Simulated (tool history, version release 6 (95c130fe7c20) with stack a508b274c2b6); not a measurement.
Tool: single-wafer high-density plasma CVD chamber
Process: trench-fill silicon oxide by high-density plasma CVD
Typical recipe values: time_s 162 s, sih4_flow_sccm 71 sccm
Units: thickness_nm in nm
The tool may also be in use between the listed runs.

| run | day | time_s | sih4_flow_sccm | wafers since the last listed run | hours since the silane flow controller was replaced | hours since the gauge calibration | read-back reference wafer on the same gauge, thickness_nm | thickness_nm |
|---|---|---|---|---|---|---|---|---|
| 1 | 0.000 | 162 | 71 | 0 | 2266.7 | 383.2 | 1280.093 | 1170.045 |
| 2 | 2.092 | 162 | 71 | 530 | 2316.9 | 433.4 | 1280.356 | 1174.488 |
| 3 | 4.317 | 162 | 71 | 564 | 2370.3 | 486.8 | 1279.832 | 1176.727 |
| 4 | 6.217 | 162 | 71 | 481 | 2415.9 | 532.4 | 1279.237 | 1177.481 |
| 5 | 7.875 | 162 | 71 | 420 | 2455.7 | 572.2 | 1279.969 | 1172.551 |
| 6 | 10.133 | 162 | 63 | 572 | 2509.9 | 626.4 | 1280.940 | 1063.485 |
| 7 | 12.300 | 162 | 79 | 549 | 2561.9 | 678.4 | 1279.721 | 1280.223 |
| 8 | 14.525 | 162 | 79 | 564 | 2615.3 | 731.8 | 1279.292 | 1275.760 |
| 9 | 16.308 | 162 | 71 | 452 | 2658.1 | 774.6 | 1279.917 | 1160.491 |
| 10 | 19.067 | 162 | 71 | 699 | 2724.3 | 840.8 | 1279.286 | 1159.436 |
| 11 | 21.342 | 153 | 80 | 576 | 2778.9 | 895.4 | 1280.180 | 1205.468 |
| 12 | 29.950 | 162 | 60 | 2182 | 2985.5 | 1102.0 | 1280.114 | 1016.385 |
| 13 | 32.229 | 162 | 60 | 577 | 3040.2 | 1156.7 | 1279.629 | 1012.358 |
| 14 | 35.221 | 162 | 60 | 758 | 3112.0 | 1228.5 | 1279.384 | 1007.399 |
|  | 38.054 | silane flow controller replaced |
| 15 | 38.188 | 186 | 77 | 667 | 3.2 | 1299.7 | 1279.926 | 1472.971 |
| 16 | 39.688 | 162 | 71 | 380 | 39.2 | 1335.7 | 1280.033 | 1201.465 |
| 17 | 42.254 | 132 | 64 | 650 | 100.8 | 1397.3 | 1279.858 | 893.026 |
|  | 42.821 | gauge calibrated |
| 18 | 45.229 | 162 | 71 | 754 | 172.2 | 57.8 | 1279.745 | 1198.924 |
| 19 | 47.250 | 130 | 63 | 512 | 220.7 | 106.3 | 1281.315 | 872.751 |
| 20 | 50.246 | 162 | 71 | 759 | 292.6 | 178.2 | 1280.773 | 1190.908 |
| 21 | 52.808 | 134 | 85 | 649 | 354.1 | 239.7 | 1280.738 | 1149.217 |
| 22 | 54.592 | 162 | 71 | 452 | 396.9 | 282.5 | 1279.341 | 1188.939 |
| 23 | 57.325 | 143 | 64 | 692 | 462.5 | 348.1 | 1278.613 | 966.837 |
| 24 | 58.671 | 153 | 75 | 341 | 494.8 | 380.4 | 1279.521 | 1175.232 |
| 25 | 60.217 | 162 | 82 | 391 | 531.9 | 417.5 | 1279.573 | 1340.868 |
| 26 | 62.704 | 170 | 59 | 630 | 591.6 | 477.2 | 1279.467 | 1080.782 |
| 27 | 65.333 | 162 | 71 | 666 | 654.7 | 540.3 | 1280.938 | 1187.943 |
| 28 | 67.383 | 162 | 77 | 519 | 703.9 | 589.5 | 1280.711 | 1268.400 |
| 29 | 70.188 | 162 | 71 | 710 | 771.2 | 656.8 | 1281.047 | 1189.874 |

Below are 4 alternative next runs, each starting from the tool's condition after run 29. Predict each:
| A | 70.204 | 146 | 71 | 4 | 771.6 | 657.2 | ? | ? |
| B | 70.204 | 138 | 61 | 4 | 771.6 | 657.2 | ? | ? |
| C | 70.204 | 170 | 84 | 4 | 771.6 | 657.2 | ? | ? |
| D | 70.204 | 162 | 76 | 4 | 771.6 | 657.2 | ? | ? |

| run | read-back reference wafer on the same gauge, thickness_nm | thickness_nm |
|---|---|---|
| A | 1279.937 | 1073.678 |
| B | 1279.937 | 898.776 |
| C | 1279.937 | 1436.054 |
| D | 1279.937 | 1259.469 |
With the hidden condition removed and each run's random variation left untouched, the same runs would have given:
| run | thickness_nm |
|---|---|
| A | 1079.967 |
| B | 904.040 |
| C | 1444.465 |
| D | 1266.847 |

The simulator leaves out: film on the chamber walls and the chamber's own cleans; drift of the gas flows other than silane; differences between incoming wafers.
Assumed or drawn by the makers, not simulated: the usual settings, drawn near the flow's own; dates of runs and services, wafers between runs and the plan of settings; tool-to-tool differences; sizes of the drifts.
